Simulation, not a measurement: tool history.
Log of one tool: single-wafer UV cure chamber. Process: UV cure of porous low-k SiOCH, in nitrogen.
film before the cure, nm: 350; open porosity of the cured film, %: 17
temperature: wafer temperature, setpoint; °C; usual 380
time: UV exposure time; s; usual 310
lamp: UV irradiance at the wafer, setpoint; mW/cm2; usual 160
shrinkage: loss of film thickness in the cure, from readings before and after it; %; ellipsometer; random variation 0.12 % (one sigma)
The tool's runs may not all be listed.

| run | day | temperature | time | lamp | wafers since the last listed run | hours since the UV bulbs were replaced | wafers since the quartz window was cleaned | shrinkage |
|---|---|---|---|---|---|---|---|---|
| 1 | 0.000 | 380 | 310 | 160 | 0 | 1154.2 | 306 | 14.795 |
| 2 | 2.925 | 380 | 310 | 160 | 697 | 1224.4 | 1003 | 14.938 |
| 3 | 4.488 | 385 | 310 | 160 | 372 | 1261.9 | 1375 | 14.745 |
| 4 | 5.704 | 385 | 310 | 160 | 289 | 1291.1 | 1665 | 14.944 |
| 5 | 8.000 | 380 | 310 | 160 | 547 | 1346.2 | 2213 | 14.765 |
| 6 | 10.058 | 380 | 310 | 160 | 490 | 1395.6 | 2703 | 14.663 |
|  | 11.617 | quartz window cleaned |
| 7 | 12.388 | 380 | 310 | 160 | 475 | 1451.5 | 183 | 14.547 |
| 8 | 13.879 | 380 | 310 | 160 | 355 | 1487.3 | 539 | 14.672 |
| 9 | 15.592 | 380 | 310 | 160 | 408 | 1528.4 | 947 | 14.556 |
| 10 | 16.729 | 380 | 310 | 160 | 271 | 1555.7 | 1218 | 14.400 |
| 11 | 18.008 | 380 | 310 | 160 | 304 | 1586.4 | 1523 | 14.464 |
|  | 20.271 | UV bulbs replaced |
|  | 24.075 | quartz window cleaned |
| 12 | 25.850 | 380 | 165 | 160 | 1710 | 133.9 | 423 | 12.214 |
| 13 | 28.212 | 380 | 165 | 160 | 563 | 190.6 | 986 | 12.189 |
| 14 | 31.146 | 380 | 310 | 135 | 699 | 261.0 | 1685 | 14.216 |
| 15 | 33.729 | 368 | 385 | 184 | 615 | 323.0 | 2301 | 17.031 |
| 16 | 36.442 | 392 | 310 | 160 | 646 | 388.1 | 2948 | 15.344 |
|  | 38.104 | quartz window cleaned |
| 17 | 39.212 | 380 | 310 | 160 | 580 | 454.6 | 264 | 15.253 |
| 18 | 41.712 | 380 | 225 | 147 | 595 | 514.6 | 860 | 13.163 |
| 19 | 43.917 | 380 | 310 | 160 | 525 | 567.5 | 1385 | 15.059 |
| 20 | 46.071 | 363 | 140 | 160 | 513 | 619.2 | 1898 | 11.008 |

Forecast run 21:
| 21 | 48.454 | 391 | 310 | 160 | 568 | 676.4 | 2466 | ? |

{"run 21": {"shrinkage": 15.496}}
Without the tool's hidden state the same run would have given shrinkage 15.643 %.
